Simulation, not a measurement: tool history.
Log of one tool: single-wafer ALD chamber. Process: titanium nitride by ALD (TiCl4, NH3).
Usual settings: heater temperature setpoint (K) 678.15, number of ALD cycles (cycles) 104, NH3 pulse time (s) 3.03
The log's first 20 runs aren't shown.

run   hour  heater temperature setpoint (K)  number of ALD cycles (cycles)  NH3 pulse time (s)  read-back reference wafer on the same gauge, thickness_nm  mean film thickness on the monitor wafer (Å)
 21  494.3                           678.15                            116                3.68                                                      2.349                                         25.65
 22  509.8                           678.15                            104                3.03                                                      2.347                                         22.85
 23  530.8                           690.15                            104                3.49                                                      2.342                                         23.09
 24  559.7                           678.15                            104                3.03                                                      2.338                                         22.82
 25  572.3                           678.15                            104                3.03                                                      2.336                                         22.71
 26  590.3                           670.15                             89                2.48                                                      2.336                                         19.38
 27  618.1                           683.15                             87                3.74                                                      2.332                                         19.16
 28    650                           673.15                             86                1.99                                                      2.323                                         18.64
 29  684.5                           678.15                            104                3.03                                                      2.316                                         22.76
       706  -- gauge calibrated
 30  713.2                           668.15                            104                3.03                                                       2.38                                          23.1
 31  726.3                           686.15                            104                3.03                                                       2.38                                          23.4
 32  743.3                           678.15                             96                3.03                                                      2.379                                         21.42
 33  767.9                           667.15                            111                 3.6                                                      2.378                                         24.85
 34  790.8                           678.15                            104                3.03                                                      2.378                                         23.17
 35    838                           667.15                             86                3.98                                                      2.375                                         19.14
 36  851.6                           693.15                             94                1.84                                                      2.375                                         20.84
 37  882.2                           685.15                             84                2.11                                                      2.374                                         18.69
 38  900.4                           683.15                            104                3.45                                                      2.373                                         23.22
 39  926.7                           678.15                            104                3.03                                                       2.37                                         23.08
 40    962                           678.15                            104                3.03                                                       2.37                                         23.07

Forecast each of these 4 alternatives for the next run:
  A  962.7                           678.15                            104                3.03                                                          ?                                             ?
  B  962.7                           669.15                             93                3.03                                                          ?                                             ?
  C  962.7                           673.15                             92                3.03                                                          ?                                             ?
  D  962.7                           669.15                            104                3.96                                                          ?                                             ?

run  read-back reference wafer on the same gauge, thickness_nm  mean film thickness on the monitor wafer (Å)
  A                                                       2.37                                         23.16
  B                                                       2.37                                         20.64
  C                                                       2.37                                         20.47
  D                                                       2.37                                         23.21
Without the tool's hidden state the same runs would have given:
run  mean film thickness on the monitor wafer (Å)
  A                                         23.27
  B                                         20.75
  C                                         20.58
  D                                         23.33
